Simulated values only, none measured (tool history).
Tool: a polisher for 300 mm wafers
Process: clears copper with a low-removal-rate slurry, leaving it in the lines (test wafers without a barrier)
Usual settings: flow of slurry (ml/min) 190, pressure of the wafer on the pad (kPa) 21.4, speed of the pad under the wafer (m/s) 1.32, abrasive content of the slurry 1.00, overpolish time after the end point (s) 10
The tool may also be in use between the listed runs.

run   hour  flow of slurry (ml/min)  pressure of the wafer on the pad (kPa)  speed of the pad under the wafer (m/s)  abrasive content of the slurry  overpolish time after the end point (s)  wafers since the last listed run  wafers polished on this pad  hours since the slurry nozzle was cleaned  hours since the head pressure was calibrated  hours since the slurry blender was calibrated  incoming thickness of the incoming film, nm  time until the end point was called (s)  dishing of a wide line in a test structure (nm)
  1    0.0                      190                                    24.8                                    1.32                            1.00                                       10                                 0                          390                                      428.4                                         354.6                                          121.5                                        478.7                                    127.6                                             30.1
  2   10.5                      190                                    21.4                                    1.32                            1.00                                       10                               111                          502                                      438.9                                         365.1                                          132.0                                        481.7                                    153.3                                             26.7
  3   17.4                      190                                    21.4                                    1.32                            1.00                                       10                                73                          575                                      445.8                                         372.0                                          138.9                                        479.1                                    146.5                                             26.5
  4   27.6                      190                                    21.4                                    1.32                            1.00                                       10                               108                          684                                      456.0                                         382.2                                          149.1                                        482.6                                    147.6                                             26.5
  5   42.8                      190                                    21.4                                    1.32                            1.00                                       10                               161                          846                                      471.2                                         397.4                                          164.3                                        477.4                                    148.8                                             26.9
  6   50.9                      190                                    21.4                                    1.32                            1.15                                       10                                86                          932                                      479.3                                         405.5                                          172.4                                        476.3                                    145.9                                             28.0
      57.5  -- slurry blender recalibrated
  7   66.6                      190                                    21.4                                    1.32                            1.15                                       10                               145                         1078                                      495.0                                         421.2                                            9.1                                        476.4                                    143.7                                             27.5
      70.0  -- slurry nozzle cleaned
  8   78.7                      190                                    26.9                                    1.32                            1.00                                       10                               118                         1196                                        8.7                                         433.3                                           21.2                                        477.2                                    120.1                                             33.0
  9   85.8                      190                                    21.4                                    1.58                            0.75                                       15                                75                         1272                                       15.8                                         440.4                                           28.3                                        480.5                                    132.7                                             40.3
      92.0  -- head pressure recalibrated
      92.4  -- worn pad replaced by a new one
 10   97.9                      190                                    21.4                                    1.32                            1.00                                       10                               103                           58                                       27.9                                           5.9                                           40.4                                        490.3                                    156.1                                             26.5
 11  112.1                      215                                    28.3                                    1.72                            1.00                                       12                               151                          210                                       42.1                                          20.1                                           54.6                                        481.3                                     87.7                                             49.6
 12  126.0                      190                                    21.4                                    1.10                            1.10                                       10                               148                          358                                       56.0                                          34.0                                           68.5                                        483.5                                    170.1                                             24.1
 13  142.6                      190                                    24.8                                    0.92                            1.10                                        8                               176                          535                                       72.6                                          50.6                                           85.1                                        474.1                                    176.0                                             19.0
 14  149.8                      190                                    21.4                                    1.32                            1.00                                       10                                76                          611                                       79.8                                          57.8                                           92.3                                        478.4                                    151.8                                             26.7
 15  157.6                      215                                    28.3                                    0.94                            0.75                                       10                                83                          694                                       87.6                                          65.6                                          100.1                                        475.7                                    160.1                                             24.5

What the log doesn't show, run by run:
removal rate lost through wear of the pad, %: 0 in every run
slurry flow missing at the pad, %: 0 in every run
deviation of the head's pressure from its setpoint, %: 0 in every run
abrasive missing from the slurry, %: 0 in every run
